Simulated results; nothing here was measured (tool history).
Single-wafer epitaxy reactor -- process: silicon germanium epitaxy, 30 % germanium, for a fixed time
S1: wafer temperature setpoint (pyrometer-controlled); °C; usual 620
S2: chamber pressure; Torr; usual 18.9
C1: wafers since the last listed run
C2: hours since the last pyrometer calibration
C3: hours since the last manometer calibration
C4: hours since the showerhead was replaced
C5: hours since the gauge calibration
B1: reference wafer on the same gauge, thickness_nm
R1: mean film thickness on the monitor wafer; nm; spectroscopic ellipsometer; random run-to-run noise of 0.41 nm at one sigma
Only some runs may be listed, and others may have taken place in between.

run 1 hour=0 | S1=620 S2=18.9 | C1=0 C2=1737.6 C3=962.7 C4=6176.2 C5=1018.8 | B1=73.867 | R1=82.875
run 2 hour=87.7 | S1=627 S2=16.1 | C1=2051 C2=1825.3 C3=1050.4 C4=6263.9 C5=1106.5 | B1=73.876 | R1=87.873
run 3 hour=178.4 | S1=627 S2=16.1 | C1=2121 C2=1916 C3=1141.1 C4=6354.6 C5=1197.2 | B1=73.909 | R1=87.2
-- hour=214.4 capacitance manometer re-zeroed and calibrated
run 4 hour=232 | S1=616 S2=18.9 | C1=1066 C2=1969.6 C3=17.6 C4=6408.2 C5=1250.8 | B1=73.885 | R1=79.802
run 5 hour=320.9 | S1=620 S2=18.9 | C1=2079 C2=2058.5 C3=106.5 C4=6497.1 C5=1339.7 | B1=73.952 | R1=85.124
run 6 hour=379.3 | S1=620 S2=18.9 | C1=1366 C2=2116.9 C3=164.9 C4=6555.5 C5=1398.1 | B1=73.856 | R1=84.297
run 7 hour=485.5 | S1=615 S2=22.2 | C1=2484 C2=2223.1 C3=271.1 C4=6661.7 C5=1504.3 | B1=73.891 | R1=82.678
run 8 hour=796.3 | S1=625 S2=21.1 | C1=7270 C2=2533.9 C3=581.9 C4=6972.5 C5=1815.1 | B1=73.854 | R1=93.78
run 9 hour=861.7 | S1=625 S2=21.1 | C1=1529 C2=2599.3 C3=647.3 C4=7037.9 C5=1880.5 | B1=73.801 | R1=93.77
-- hour=883.7 pyrometer calibrated
run 10 hour=897.8 | S1=620 S2=18.9 | C1=657 C2=14.1 C3=683.4 C4=7074 C5=1916.6 | B1=73.99 | R1=83.689
run 11 hour=982.9 | S1=620 S2=18.9 | C1=1990 C2=99.2 C3=768.5 C4=7159.1 C5=2001.7 | B1=74.03 | R1=83.631
run 12 hour=1059.1 | S1=620 S2=18.9 | C1=1782 C2=175.4 C3=844.7 C4=7235.3 C5=2077.9 | B1=73.919 | R1=83.829
run 13 hour=1108.3 | S1=631 S2=14.7 | C1=1150 C2=224.6 C3=893.9 C4=7284.5 C5=2127.1 | B1=73.942 | R1=91.147
run 14 hour=1170.3 | S1=615 S2=22.2 | C1=1450 C2=286.6 C3=955.9 C4=7346.5 C5=2189.1 | B1=73.848 | R1=81.417
-- hour=1206.3 gauge calibrated
run 15 hour=1248.9 | S1=632 S2=15.2 | C1=1838 C2=365.2 C3=1034.5 C4=7425.1 C5=42.6 | B1=73.895 | R1=92.598
run 16 hour=1318.9 | S1=609 S2=20.9 | C1=1637 C2=435.2 C3=1104.5 C4=7495.1 C5=112.6 | B1=73.87 | R1=72.31
run 17 hour=1424 | S1=620 S2=18.9 | C1=2458 C2=540.3 C3=1209.6 C4=7600.2 C5=217.7 | B1=73.986 | R1=83.05
-- hour=1451.6 showerhead replaced
-- hour=1453.4 capacitance manometer re-zeroed and calibrated
run 18 hour=1480.4 | S1=620 S2=18.9 | C1=1091 C2=596.7 C3=27 C4=28.8 C5=274.1 | B1=73.839 | R1=85.219
run 19 hour=1576.9 | S1=632 S2=18.9 | C1=2257 C2=693.2 C3=123.5 C4=125.3 C5=370.6 | B1=74.015 | R1=102.241
run 20 hour=1675.8 | S1=620 S2=14.9 | C1=2313 C2=792.1 C3=222.4 C4=224.2 C5=469.5 | B1=73.829 | R1=77.204
run 21 hour=1782 | S1=606 S2=23.6 | C1=2484 C2=898.3 C3=328.6 C4=330.4 C5=575.7 | B1=73.817 | R1=73.005
run 22 hour=1826.8 | S1=610 S2=23.5 | C1=1047 C2=943.1 C3=373.4 C4=375.2 C5=620.5 | B1=73.89 | R1=77.088
run 23 hour=1868.7 | S1=630 S2=22 | C1=980 C2=985 C3=415.3 C4=417.1 C5=662.4 | B1=73.911 | R1=104.309
run 24 hour=1972.8 | S1=620 S2=18.9 | C1=2435 C2=1089.1 C3=519.4 C4=521.2 C5=766.5 | B1=73.854 | R1=83.984

Results for each run, recomputed without the tool's hidden state and with each run's random variation untouched:
Hidden state present: wafer temperature above the value expected at the setpoint (K); true pressure above the setpoint (%); gauge reads high (%).
run=1 R1=85.325
run=2 R1=90.525
run=3 R1=89.877
run=4 R1=80.011
run=5 R1=85.835
run=6 R1=85.271
run=7 R1=84.033
run=8 R1=96.15
run=9 R1=96.251
run=10 R1=85.951
run=11 R1=85.99
run=12 R1=86.266
run=13 R1=93.841
run=14 R1=83.866
run=15 R1=95.437
run=16 R1=74.557
run=17 R1=85.674
run=18 R1=85.283
run=19 R1=102.931
run=20 R1=78.107
run=21 R1=74.165
run=22 R1=78.428
run=23 R1=106.252
run=24 R1=85.77

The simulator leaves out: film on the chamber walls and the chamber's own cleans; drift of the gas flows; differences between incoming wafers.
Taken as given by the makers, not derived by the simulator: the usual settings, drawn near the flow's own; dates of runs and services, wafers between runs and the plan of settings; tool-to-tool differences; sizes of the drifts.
